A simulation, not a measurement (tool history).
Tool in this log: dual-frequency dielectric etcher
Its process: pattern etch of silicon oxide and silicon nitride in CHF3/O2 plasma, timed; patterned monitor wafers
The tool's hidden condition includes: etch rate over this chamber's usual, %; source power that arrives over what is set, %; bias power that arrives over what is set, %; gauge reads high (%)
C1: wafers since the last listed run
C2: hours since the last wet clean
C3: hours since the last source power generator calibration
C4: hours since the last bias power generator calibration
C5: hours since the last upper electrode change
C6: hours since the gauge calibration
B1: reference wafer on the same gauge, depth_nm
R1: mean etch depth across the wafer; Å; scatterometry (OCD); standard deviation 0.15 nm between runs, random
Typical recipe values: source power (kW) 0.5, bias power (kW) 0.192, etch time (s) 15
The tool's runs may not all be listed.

run 1 hour=0 | source_power_(kW)=0.5 bias_power_(kW)=0.192 etch_time_(s)=16.5 | C1=0 C2=309.7 C3=1565.1 C4=2317.7 C5=3110.6 C6=99.4 | B1=22 | R1=260.8
run 2 hour=28 | source_power_(kW)=0.5 bias_power_(kW)=0.192 etch_time_(s)=16.5 | C1=513 C2=337.7 C3=1593.1 C4=2345.7 C5=3138.6 C6=127.4 | B1=22.02 | R1=257.1
run 3 hour=43.7 | source_power_(kW)=0.5 bias_power_(kW)=0.192 etch_time_(s)=15 | C1=288 C2=353.4 C3=1608.8 C4=2361.4 C5=3154.3 C6=143.1 | B1=21.98 | R1=236.4
run 4 hour=78.2 | source_power_(kW)=0.5 bias_power_(kW)=0.192 etch_time_(s)=15 | C1=633 C2=387.9 C3=1643.3 C4=2395.9 C5=3188.8 C6=177.6 | B1=22 | R1=234.9
run 5 hour=90.9 | source_power_(kW)=0.5 bias_power_(kW)=0.182 etch_time_(s)=15 | C1=233 C2=400.6 C3=1656 C4=2408.6 C5=3201.5 C6=190.3 | B1=22 | R1=232.1
run 6 hour=126.3 | source_power_(kW)=0.5 bias_power_(kW)=0.182 etch_time_(s)=15 | C1=649 C2=436 C3=1691.4 C4=2444 C5=3236.9 C6=225.7 | B1=21.98 | R1=230.1
run 7 hour=142.3 | source_power_(kW)=0.5 bias_power_(kW)=0.182 etch_time_(s)=15 | C1=293 C2=452 C3=1707.4 C4=2460 C5=3252.9 C6=241.7 | B1=21.99 | R1=231.8
run 8 hour=172.9 | source_power_(kW)=0.5 bias_power_(kW)=0.192 etch_time_(s)=15 | C1=561 C2=482.6 C3=1738 C4=2490.6 C5=3283.5 C6=272.3 | B1=22.01 | R1=235.1
run 9 hour=191.4 | source_power_(kW)=0.5 bias_power_(kW)=0.192 etch_time_(s)=15 | C1=339 C2=501.1 C3=1756.5 C4=2509.1 C5=3302 C6=290.8 | B1=21.99 | R1=234.2
run 10 hour=224.5 | source_power_(kW)=0.5 bias_power_(kW)=0.192 etch_time_(s)=15 | C1=607 C2=534.2 C3=1789.6 C4=2542.2 C5=3335.1 C6=323.9 | B1=21.99 | R1=236
run 11 hour=241.5 | source_power_(kW)=0.5 bias_power_(kW)=0.192 etch_time_(s)=15 | C1=312 C2=551.2 C3=1806.6 C4=2559.2 C5=3352.1 C6=340.9 | B1=21.96 | R1=234.7
run 12 hour=254.5 | source_power_(kW)=0.44 bias_power_(kW)=0.192 etch_time_(s)=15 | C1=238 C2=564.2 C3=1819.6 C4=2572.2 C5=3365.1 C6=353.9 | B1=22 | R1=224.3
run 13 hour=297.1 | source_power_(kW)=0.44 bias_power_(kW)=0.192 etch_time_(s)=15 | C1=781 C2=606.8 C3=1862.2 C4=2614.8 C5=3407.7 C6=396.5 | B1=22.01 | R1=224.9
-- hour=344.5 wet clean of the chamber
run 14 hour=345 | source_power_(kW)=0.44 bias_power_(kW)=0.192 etch_time_(s)=15 | C1=438 C2=0.5 C3=1910.1 C4=2662.7 C5=3455.6 C6=444.4 | B1=21.99 | R1=214.9
run 15 hour=345.3 | source_power_(kW)=0.5 bias_power_(kW)=0.211 etch_time_(s)=11 | C1=5 C2=0.8 C3=1910.4 C4=2663 C5=3455.9 C6=444.7 | B1=22.01 | R1=173.3
-- hour=359 bias power generator calibrated
run 16 hour=376.7 | source_power_(kW)=0.5 bias_power_(kW)=0.192 etch_time_(s)=15 | C1=502 C2=32.2 C3=1941.8 C4=17.7 C5=3487.3 C6=476.1 | B1=22.01 | R1=229.6
-- hour=408.8 upper electrode replaced
run 17 hour=412 | source_power_(kW)=0.5 bias_power_(kW)=0.223 etch_time_(s)=15 | C1=207 C2=67.5 C3=1977.1 C4=53 C5=3.2 C6=511.4 | B1=21.98 | R1=241.3
run 18 hour=425.6 | source_power_(kW)=0.39 bias_power_(kW)=0.192 etch_time_(s)=15 | C1=249 C2=81.1 C3=1990.7 C4=66.6 C5=16.8 C6=525 | B1=21.98 | R1=207.8
run 19 hour=451.9 | source_power_(kW)=0.6 bias_power_(kW)=0.192 etch_time_(s)=17 | C1=482 C2=107.4 C3=2017 C4=92.9 C5=43.1 C6=551.3 | B1=22 | R1=283.7
run 20 hour=469.7 | source_power_(kW)=0.5 bias_power_(kW)=0.192 etch_time_(s)=16.5 | C1=326 C2=125.2 C3=2034.8 C4=110.7 C5=60.9 C6=569.1 | B1=22 | R1=257
-- hour=475.1 source power generator calibrated
run 21 hour=483.9 | source_power_(kW)=0.5 bias_power_(kW)=0.192 etch_time_(s)=15 | C1=187 C2=139.4 C3=8.8 C4=124.9 C5=75.1 C6=583.3 | B1=22.01 | R1=233.1
run 22 hour=513.3 | source_power_(kW)=0.5 bias_power_(kW)=0.222 etch_time_(s)=15 | C1=539 C2=168.8 C3=38.2 C4=154.3 C5=104.5 C6=612.7 | B1=22 | R1=239.6
run 23 hour=545.2 | source_power_(kW)=0.61 bias_power_(kW)=0.192 etch_time_(s)=13.5 | C1=585 C2=200.7 C3=70.1 C4=186.2 C5=136.4 C6=644.6 | B1=21.98 | R1=226.9
run 24 hour=579.2 | source_power_(kW)=0.58 bias_power_(kW)=0.192 etch_time_(s)=11 | C1=624 C2=234.7 C3=104.1 C4=220.2 C5=170.4 C6=678.6 | B1=21.97 | R1=179.8
-- hour=588.9 gauge calibrated
run 25 hour=599.7 | source_power_(kW)=0.5 bias_power_(kW)=0.163 etch_time_(s)=12 | C1=376 C2=255.2 C3=124.6 C4=240.7 C5=190.9 C6=10.8 | B1=22.03 | R1=181.2
run 26 hour=661.5 | source_power_(kW)=0.58 bias_power_(kW)=0.213 etch_time_(s)=15 | C1=1134 C2=317 C3=186.4 C4=302.5 C5=252.7 C6=72.6 | B1=22 | R1=256.6
run 27 hour=686.3 | source_power_(kW)=0.57 bias_power_(kW)=0.214 etch_time_(s)=17.5 | C1=455 C2=341.8 C3=211.2 C4=327.3 C5=277.5 C6=97.4 | B1=22 | R1=296.2
run 28 hour=714.1 | source_power_(kW)=0.58 bias_power_(kW)=0.213 etch_time_(s)=18.5 | C1=510 C2=369.6 C3=239 C4=355.1 C5=305.3 C6=125.2 | B1=22.02 | R1=318.5
run 29 hour=742.8 | source_power_(kW)=0.43 bias_power_(kW)=0.192 etch_time_(s)=15 | C1=526 C2=398.3 C3=267.7 C4=383.8 C5=334 C6=153.9 | B1=21.96 | R1=219.3
run 30 hour=771.4 | source_power_(kW)=0.55 bias_power_(kW)=0.176 etch_time_(s)=11.5 | C1=524 C2=426.9 C3=296.3 C4=412.4 C5=362.6 C6=182.5 | B1=22.01 | R1=182.8
run 31 hour=794.8 | source_power_(kW)=0.5 bias_power_(kW)=0.192 etch_time_(s)=15 | C1=429 C2=450.3 C3=319.7 C4=435.8 C5=386 C6=205.9 | B1=22.02 | R1=234.7

Hidden condition of the tool, last listed run before each entry between runs versus first listed run after:
Run 13 -> run 14: wet clean of the chamber (hour 344.5)
  etch rate over this chamber's usual, %: 3.14 -> -0.0529
  measured result minus the result with no hidden state, R1: +6.9 -> -0.1 Å
Run 15 -> run 16: bias power generator calibrated (hour 359)
  etch rate over this chamber's usual, %: -0.0513 -> 0.114
  measured result minus the result with no hidden state, R1: -0.1 -> +0.3 Å
Run 16 -> run 17: upper electrode replaced (hour 408.8)
  etch rate over this chamber's usual, %: 0.114 -> 0.299
  measured result minus the result with no hidden state, R1: +0.3 -> +0.7 Å
Run 20 -> run 21: source power generator calibrated (hour 475.1)
  etch rate over this chamber's usual, %: 0.602 -> 0.677
  measured result minus the result with no hidden state, R1: +1.5 -> +1.6 Å
Run 24 -> run 25: gauge calibrated (hour 588.9)
  etch rate over this chamber's usual, %: 1.18 -> 1.29
  measured result minus the result with no hidden state, R1: +2 -> +2.3 Å
